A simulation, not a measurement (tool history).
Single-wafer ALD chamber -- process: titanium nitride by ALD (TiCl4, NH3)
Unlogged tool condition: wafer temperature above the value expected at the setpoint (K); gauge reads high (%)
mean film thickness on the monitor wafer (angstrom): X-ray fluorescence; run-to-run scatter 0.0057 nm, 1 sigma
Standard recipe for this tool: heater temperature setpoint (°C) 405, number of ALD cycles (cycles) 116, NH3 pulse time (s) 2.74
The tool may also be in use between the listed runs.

run     day  heater temperature setpoint (°C)  number of ALD cycles (cycles)  NH3 pulse time (s)  wafers since the last listed run  hours since the last thermocouple change  hours since the showerhead was replaced  hours since the gauge calibration  read-back reference wafer on the same gauge, thickness_nm  mean film thickness on the monitor wafer (angstrom)
  1       0                               405                            116                2.74                                 0                                    1143.8                                   7648.7                              472.8                                                      2.559                                                22.75
  2   1.138                               405                            116                2.74                                72                                    1171.1                                     7676                              500.1                                                      2.558                                                22.67
  3   3.138                               411                            116                2.74                               126                                    1219.1                                     7724                              548.1                                                      2.558                                                22.78
  4   4.442                               405                            109                2.74                                82                                    1250.4                                   7755.3                              579.4                                                      2.553                                                21.32
  5   6.521                               405                            116                2.25                               131                                    1300.3                                   7805.2                              629.3                                                      2.551                                                22.53
  6   7.621                               405                            116                2.25                                69                                    1326.7                                   7831.6                              655.7                                                       2.55                                                22.53
      9.775  -- thermocouple changed; heater temperature recalibrated
     10.133  -- gauge calibrated
  7  10.342                               405                            116                2.74                               151                                      13.6                                   7896.9                                  5                                                      2.575                                                22.94
  8  17.671                               417                             94                3.27                               465                                     189.5                                   8072.8                              180.9                                                      2.572                                                 18.6
     18.083  -- showerhead replaced
  9  20.592                               405                            123                3.31                               164                                     259.6                                     60.2                                251                                                       2.57                                                24.37
 10  22.779                               405                            116                2.74                               138                                     312.1                                    112.7                              303.5                                                      2.569                                                 22.9
 11  23.938                               410                             97                3.64                                73                                     339.9                                    140.5                              331.3                                                      2.569                                                19.19
 12  24.954                               410                            139                2.12                                64                                     364.3                                    164.9                              355.7                                                       2.57                                                27.24
 13  26.929                               405                            116                2.74                               125                                     411.7                                    212.3                              403.1                                                      2.564                                                22.79
 14  29.612                               416                            110                2.74                               170                                     476.1                                    276.7                              467.5                                                      2.564                                                21.64

Alternative continuations, all from the tool just after run 14; predict every row:
  A  29.642                               405                            116                2.74                                 1                                     476.8                                    277.4                              468.2                                                          ?                                                    ?
  B  29.642                               405                            103                2.74                                 1                                     476.8                                    277.4                              468.2                                                          ?                                                    ?
  C  29.642                               405                            116                 1.7                                 1                                     476.8                                    277.4                              468.2                                                          ?                                                    ?

run  read-back reference wafer on the same gauge, thickness_nm  mean film thickness on the monitor wafer (angstrom)
  A                                                      2.566                                                22.79
  B                                                      2.566                                                20.24
  C                                                      2.566                                                22.46
Without the tool's hidden state the same runs would have given:
run  mean film thickness on the monitor wafer (angstrom)
  A                                                22.85
  B                                                20.29
  C                                                22.52
